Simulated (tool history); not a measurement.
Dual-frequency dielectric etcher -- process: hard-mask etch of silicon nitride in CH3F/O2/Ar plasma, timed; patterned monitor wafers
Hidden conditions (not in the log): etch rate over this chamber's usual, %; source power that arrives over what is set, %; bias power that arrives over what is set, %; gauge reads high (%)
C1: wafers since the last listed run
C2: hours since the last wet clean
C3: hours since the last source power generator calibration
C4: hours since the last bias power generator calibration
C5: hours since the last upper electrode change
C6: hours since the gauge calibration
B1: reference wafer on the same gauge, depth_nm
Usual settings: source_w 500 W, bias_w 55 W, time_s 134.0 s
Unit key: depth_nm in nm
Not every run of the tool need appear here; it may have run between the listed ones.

Run 1, hour 0.0: usual settings; C1 0; C2 16.4; C3 1950.7; C4 4164.0; C5 4369.5; C6 722.5; B1 96.2. Result: depth_nm 102.3 nm.
Run 2, hour 15.9: usual settings but source_w 430 W; C1 119; C2 32.3; C3 1966.6; C4 4179.9; C5 4385.4; C6 738.4; B1 96.3. Result: depth_nm 97.6 nm.
Run 3, hour 42.6: usual settings but source_w 430 W; C1 200; C2 59.0; C3 1993.3; C4 4206.6; C5 4412.1; C6 765.1; B1 96.3. Result: depth_nm 98.3 nm.
Run 4, hour 65.6: usual settings but source_w 430 W; C1 172; C2 82.0; C3 2016.3; C4 4229.6; C5 4435.1; C6 788.1; B1 96.4. Result: depth_nm 96.9 nm.
At hour 89.6: source power generator calibrated.
Run 5, hour 90.1: usual settings; C1 154; C2 106.5; C3 0.5; C4 4254.1; C5 4459.6; C6 812.6; B1 96.3. Result: depth_nm 102.7 nm.
Run 6, hour 113.4: usual settings; C1 175; C2 129.8; C3 23.8; C4 4277.4; C5 4482.9; C6 835.9; B1 96.1. Result: depth_nm 103.1 nm.
Run 7, hour 143.8: usual settings; C1 228; C2 160.2; C3 54.2; C4 4307.8; C5 4513.3; C6 866.3; B1 96.3. Result: depth_nm 103.2 nm.
At hour 171.0: wet clean of the chamber, repeated, since the last time left the tool worse.
Run 8, hour 171.5: usual settings; C1 27; C2 0.5; C3 81.9; C4 4335.5; C5 4541.0; C6 894.0; B1 96.4. Result: depth_nm 97.0 nm.
Run 9, hour 177.1: usual settings; C1 42; C2 6.1; C3 87.5; C4 4341.1; C5 4546.6; C6 899.6; B1 96.1. Result: depth_nm 96.6 nm.
Run 10, hour 206.5: usual settings but bias_w 60 W, time_s 165.5 s; C1 220; C2 35.5; C3 116.9; C4 4370.5; C5 4576.0; C6 929.0; B1 96.5. Result: depth_nm 124.3 nm.
Run 11, hour 237.9: usual settings but bias_w 60 W, time_s 165.5 s; C1 236; C2 66.9; C3 148.3; C4 4401.9; C5 4607.4; C6 960.4; B1 96.3. Result: depth_nm 123.3 nm.
Run 12, hour 272.4: usual settings; C1 259; C2 101.4; C3 182.8; C4 4436.4; C5 4641.9; C6 994.9; B1 96.4. Result: depth_nm 96.5 nm.
Run 13, hour 303.8: usual settings but source_w 400 W, bias_w 48 W, time_s 164.0 s; C1 236; C2 132.8; C3 214.2; C4 4467.8; C5 4673.3; C6 1026.3; B1 96.4. Result: depth_nm 106.1 nm.
Run 14, hour 316.1: usual settings but bias_w 51 W, time_s 120.5 s; C1 92; C2 145.1; C3 226.5; C4 4480.1; C5 4685.6; C6 1038.6; B1 96.3. Result: depth_nm 85.6 nm.
Run 15, hour 342.7: usual settings but source_w 540 W, time_s 163.5 s; C1 199; C2 171.7; C3 253.1; C4 4506.7; C5 4712.2; C6 1065.2; B1 96.4. Result: depth_nm 122.8 nm.
Run 16, hour 356.1: usual settings; C1 100; C2 185.1; C3 266.5; C4 4520.1; C5 4725.6; C6 1078.6; B1 96.4. Result: depth_nm 98.2 nm.
At hour 362.0: bias power generator calibrated.
Run 17, hour 389.8: usual settings but bias_w 60 W, time_s 165.5 s; C1 223; C2 218.8; C3 300.2; C4 27.8; C5 4759.3; C6 1112.3; B1 96.3. Result: depth_nm 124.0 nm.
Run 18, hour 417.8: usual settings but source_w 390 W; C1 210; C2 246.8; C3 328.2; C4 55.8; C5 4787.3; C6 1140.3; B1 96.3. Result: depth_nm 91.3 nm.
At hour 438.2: gauge calibrated.
Run 19, hour 444.6: usual settings but bias_w 65 W, time_s 145.5 s; C1 201; C2 273.6; C3 355.0; C4 82.6; C5 4814.1; C6 6.4; B1 96.3. Result: depth_nm 114.3 nm.
Run 20, hour 459.4: usual settings but source_w 390 W, bias_w 62 W, time_s 110.5 s; C1 111; C2 288.4; C3 369.8; C4 97.4; C5 4828.9; C6 21.2; B1 96.5. Result: depth_nm 78.7 nm.
At hour 502.9: upper electrode replaced.
Run 21, hour 503.4: usual settings but source_w 420 W, bias_w 66 W, time_s 95.0 s; C1 150; C2 332.4; C3 413.8; C4 141.4; C5 0.5; C6 65.2; B1 96.2. Result: depth_nm 71.4 nm.
Run 22, hour 512.7: usual settings but source_w 570 W, bias_w 66 W, time_s 98.5 s; C1 69; C2 341.7; C3 423.1; C4 150.7; C5 9.8; C6 74.5; B1 96.4. Result: depth_nm 80.9 nm.
Run 23, hour 539.4: usual settings but source_w 470 W, bias_w 48 W, time_s 169.0 s; C1 200; C2 368.4; C3 449.8; C4 177.4; C5 36.5; C6 101.2; B1 96.3. Result: depth_nm 116.5 nm.
Run 24, hour 552.2: usual settings; C1 96; C2 381.2; C3 462.6; C4 190.2; C5 49.3; C6 114.0; B1 96.4. Result: depth_nm 98.8 nm.
Run 25, hour 567.7: usual settings but time_s 156.0 s; C1 116; C2 396.7; C3 478.1; C4 205.7; C5 64.8; C6 129.5; B1 96.2. Result: depth_nm 115.1 nm.
Run 26, hour 586.5: usual settings but bias_w 60 W, time_s 165.5 s; C1 141; C2 415.5; C3 496.9; C4 224.5; C5 83.6; C6 148.3; B1 96.4. Result: depth_nm 127.8 nm.
At hour 615.2: wet clean of the chamber.
Run 27, hour 616.4: usual settings but source_w 430 W, bias_w 61 W, time_s 165.0 s; C1 44; C2 1.2; C3 526.8; C4 254.4; C5 113.5; C6 178.2; B1 96.2. Result: depth_nm 117.3 nm.
Run 28, hour 642.6: usual settings but time_s 110.5 s; C1 196; C2 27.4; C3 553.0; C4 280.6; C5 139.7; C6 204.4; B1 96.3. Result: depth_nm 80.4 nm.
Run 29, hour 660.4: usual settings but source_w 440 W, bias_w 67 W, time_s 98.0 s; C1 133; C2 45.2; C3 570.8; C4 298.4; C5 157.5; C6 222.2; B1 96.3. Result: depth_nm 73.7 nm.
Run 30, hour 694.6: usual settings but source_w 620 W, bias_w 61 W, time_s 117.5 s; C1 257; C2 79.4; C3 605.0; C4 332.6; C5 191.7; C6 256.4; B1 96.5. Result: depth_nm 94.9 nm.

Branching from run 30: 4 alternative next runs. What would each branch give?
Run A, hour 695.1: usual settings but time_s 155.5 s; C1 3; C2 79.9; C3 605.5; C4 333.1; C5 192.2; C6 256.9; B1 ?. Result: depth_nm ?.
Run B, hour 695.1: usual settings but source_w 400 W, bias_w 63 W, time_s 171.0 s; C1 3; C2 79.9; C3 605.5; C4 333.1; C5 192.2; C6 256.9; B1 ?. Result: depth_nm ?.
Run C, hour 695.1: usual settings but bias_w 69 W, time_s 154.0 s; C1 3; C2 79.9; C3 605.5; C4 333.1; C5 192.2; C6 256.9; B1 ?. Result: depth_nm ?.
Run D, hour 695.1: usual settings but source_w 460 W, bias_w 45 W, time_s 156.5 s; C1 3; C2 79.9; C3 605.5; C4 333.1; C5 192.2; C6 256.9; B1 ?. Result: depth_nm ?.

run    B1  depth_nm
  A  96.4     113.0
  B  96.4     122.0
  C  96.4     122.0
  D  96.4     102.8
The same runs, with their run-to-run variation unchanged, on a tool lacking any hidden condition would have given:
run  depth_nm
  A     112.1
  B     120.9
  C     120.9
  D     102.0
